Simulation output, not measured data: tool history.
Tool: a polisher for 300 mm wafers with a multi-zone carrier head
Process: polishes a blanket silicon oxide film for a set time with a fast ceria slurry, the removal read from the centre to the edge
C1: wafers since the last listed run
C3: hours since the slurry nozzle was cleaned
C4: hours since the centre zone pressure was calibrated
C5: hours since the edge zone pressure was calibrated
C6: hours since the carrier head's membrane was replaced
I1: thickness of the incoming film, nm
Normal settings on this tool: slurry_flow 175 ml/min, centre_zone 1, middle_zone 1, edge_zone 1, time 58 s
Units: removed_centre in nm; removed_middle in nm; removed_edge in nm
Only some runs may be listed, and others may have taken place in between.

run 1 hour=0 | slurry_flow=175 centre_zone=1 middle_zone=1 edge_zone=1 time=58 | C1=0 wafers_polished_on_this_pad=1198 C3=174.5 C4=305.3 C5=128.7 C6=1160 | I1=3526 | removed_centre=547 removed_middle=569.2 removed_edge=572.3
run 2 hour=67.2 | slurry_flow=175 centre_zone=1 middle_zone=1 edge_zone=1 time=58 | C1=927 wafers_polished_on_this_pad=2125 C3=241.7 C4=372.5 C5=195.9 C6=1227.2 | I1=3581.5 | removed_centre=559.1 removed_middle=562.9 removed_edge=557.9
run 3 hour=126.3 | slurry_flow=175 centre_zone=1 middle_zone=1 edge_zone=1 time=58 | C1=815 wafers_polished_on_this_pad=2941 C3=300.8 C4=431.6 C5=255 C6=1286.3 | I1=3609.5 | removed_centre=545.4 removed_middle=557.2 removed_edge=544.7
run 4 hour=170 | slurry_flow=175 centre_zone=1 middle_zone=1 edge_zone=1 time=45 | C1=603 wafers_polished_on_this_pad=3544 C3=344.5 C4=475.3 C5=298.7 C6=1330 | I1=3596 | removed_centre=422.9 removed_middle=433.4 removed_edge=441.9
run 5 hour=243.5 | slurry_flow=175 centre_zone=1 middle_zone=1 edge_zone=1 time=58 | C1=1014 wafers_polished_on_this_pad=4558 C3=418 C4=548.8 C5=372.2 C6=1403.5 | I1=3594.6 | removed_centre=540.9 removed_middle=554.1 removed_edge=548.5
run 6 hour=314.5 | slurry_flow=175 centre_zone=1 middle_zone=1 edge_zone=1 time=58 | C1=979 wafers_polished_on_this_pad=5538 C3=489 C4=619.8 C5=443.2 C6=1474.5 | I1=3492.7 | removed_centre=539.4 removed_middle=558 removed_edge=552.8
-- hour=347 worn pad replaced by a new one
run 7 hour=351.2 | slurry_flow=175 centre_zone=0.91 middle_zone=1.08 edge_zone=0.93 time=39 | C1=451 wafers_polished_on_this_pad=58 C3=525.7 C4=656.5 C5=479.9 C6=1511.2 | I1=3615.7 | removed_centre=337.1 removed_middle=409.8 removed_edge=369.8
-- hour=380.3 centre zone pressure recalibrated
run 8 hour=400.6 | slurry_flow=175 centre_zone=0.92 middle_zone=0.9 edge_zone=1.03 time=70 | C1=654 wafers_polished_on_this_pad=712 C3=575.1 C4=20.3 C5=529.3 C6=1560.6 | I1=3577 | removed_centre=617.4 removed_middle=627.7 removed_edge=684.3
-- hour=431.6 slurry nozzle cleaned
run 9 hour=439.3 | slurry_flow=175 centre_zone=1.05 middle_zone=1.06 edge_zone=1 time=71 | C1=520 wafers_polished_on_this_pad=1232 C3=7.7 C4=59 C5=568 C6=1599.3 | I1=3526.2 | removed_centre=701.9 removed_middle=734.6 removed_edge=698.9
-- hour=490 edge zone pressure recalibrated
run 10 hour=524 | slurry_flow=175 centre_zone=1 middle_zone=1 edge_zone=1 time=48 | C1=1141 wafers_polished_on_this_pad=2373 C3=92.4 C4=143.7 C5=34 C6=1684 | I1=3534.3 | removed_centre=448.7 removed_middle=469.3 removed_edge=463.2
-- hour=581.4 carrier head's membrane replaced by a new one
run 11 hour=691 | slurry_flow=175 centre_zone=1 middle_zone=1 edge_zone=1 time=58 | C1=2235 wafers_polished_on_this_pad=4609 C3=259.4 C4=310.7 C5=201 C6=109.6 | I1=3527.8 | removed_centre=530.6 removed_middle=557.4 removed_edge=555.5
run 12 hour=738.6 | slurry_flow=175 centre_zone=1 middle_zone=0.94 edge_zone=1 time=58 | C1=656 wafers_polished_on_this_pad=5265 C3=307 C4=358.3 C5=248.6 C6=157.2 | I1=3529.2 | removed_centre=540.9 removed_middle=529.9 removed_edge=555
-- hour=792.8 worn pad replaced by a new one
run 13 hour=844.6 | slurry_flow=175 centre_zone=1 middle_zone=1.05 edge_zone=1 time=58 | C1=1407 wafers_polished_on_this_pad=714 C3=413 C4=464.3 C5=354.6 C6=263.2 | I1=3538.6 | removed_centre=557.1 removed_middle=590.4 removed_edge=567.6
-- hour=1025.8 centre zone pressure recalibrated
-- hour=1027.8 slurry nozzle cleaned
run 14 hour=1095.5 | slurry_flow=175 centre_zone=1 middle_zone=1 edge_zone=0.94 time=58 | C1=3420 wafers_polished_on_this_pad=4135 C3=67.7 C4=69.7 C5=605.5 C6=514.1 | I1=3578.5 | removed_centre=545.2 removed_middle=563.1 removed_edge=539.2
-- hour=1119.3 edge zone pressure recalibrated
run 15 hour=1170.4 | slurry_flow=120 centre_zone=0.9 middle_zone=1 edge_zone=0.93 time=72 | C1=1005 wafers_polished_on_this_pad=5141 C3=142.6 C4=144.6 C5=51.1 C6=589 | I1=3627.1 | removed_centre=558.6 removed_middle=647.2 removed_edge=636
run 16 hour=1220 | slurry_flow=175 centre_zone=1 middle_zone=1 edge_zone=1 time=58 | C1=684 wafers_polished_on_this_pad=5825 C3=192.2 C4=194.2 C5=100.7 C6=638.6 | I1=3540.4 | removed_centre=547.7 removed_middle=559 removed_edge=554.4
-- hour=1274.3 worn pad replaced by a new one
run 17 hour=1291.4 | slurry_flow=175 centre_zone=1 middle_zone=1 edge_zone=1.08 time=58 | C1=930 wafers_polished_on_this_pad=236 C3=263.6 C4=265.6 C5=172.1 C6=710 | I1=3581.5 | removed_centre=563.8 removed_middle=571.1 removed_edge=592.4
run 18 hour=1352.6 | slurry_flow=175 centre_zone=1 middle_zone=1 edge_zone=1 time=58 | C1=844 wafers_polished_on_this_pad=1080 C3=324.8 C4=326.8 C5=233.3 C6=771.2 | I1=3598.6 | removed_centre=557.2 removed_middle=568.9 removed_edge=552.1
run 19 hour=1452 | slurry_flow=210 centre_zone=1.12 middle_zone=1 edge_zone=1.04 time=71 | C1=1371 wafers_polished_on_this_pad=2452 C3=424.2 C4=426.2 C5=332.7 C6=870.6 | I1=3582.9 | removed_centre=764.9 removed_middle=718.7 removed_edge=710.8
run 20 hour=1521.8 | slurry_flow=145 centre_zone=1 middle_zone=1 edge_zone=1.09 time=58 | C1=963 wafers_polished_on_this_pad=3415 C3=494 C4=496 C5=402.5 C6=940.4 | I1=3567.5 | removed_centre=522.7 removed_middle=545.2 removed_edge=560.9
run 21 hour=1562.8 | slurry_flow=175 centre_zone=1 middle_zone=1 edge_zone=1 time=58 | C1=565 wafers_polished_on_this_pad=3981 C3=535 C4=537 C5=443.5 C6=981.4 | I1=3571.2 | removed_centre=541.9 removed_middle=560.6 removed_edge=560.9

The tool's hidden state at each run:
slurry flow missing at the pad, %: 0 at every run
deviation of the centre zone's pressure from its setpoint, %: 0 at every run
deviation of the edge zone's pressure from its setpoint, %: 0 at every run
H1: removal rate lost through wear of the pad, %
run=1 H1=1.88
run=2 H1=2.62
run=3 H1=3.04
run=4 H1=3.27
run=5 H1=3.52
run=6 H1=3.68
run=7 H1=0.474
run=8 H1=1.47
run=9 H1=2.05
run=10 H1=2.9
run=11 H1=3.65
run=12 H1=3.75
run=13 H1=1.15
run=14 H1=3.25
run=15 H1=3.44
run=16 H1=3.53
run=17 H1=0.678
run=18 H1=1.77
run=19 H1=2.81
run=20 H1=3.23
run=21 H1=3.4
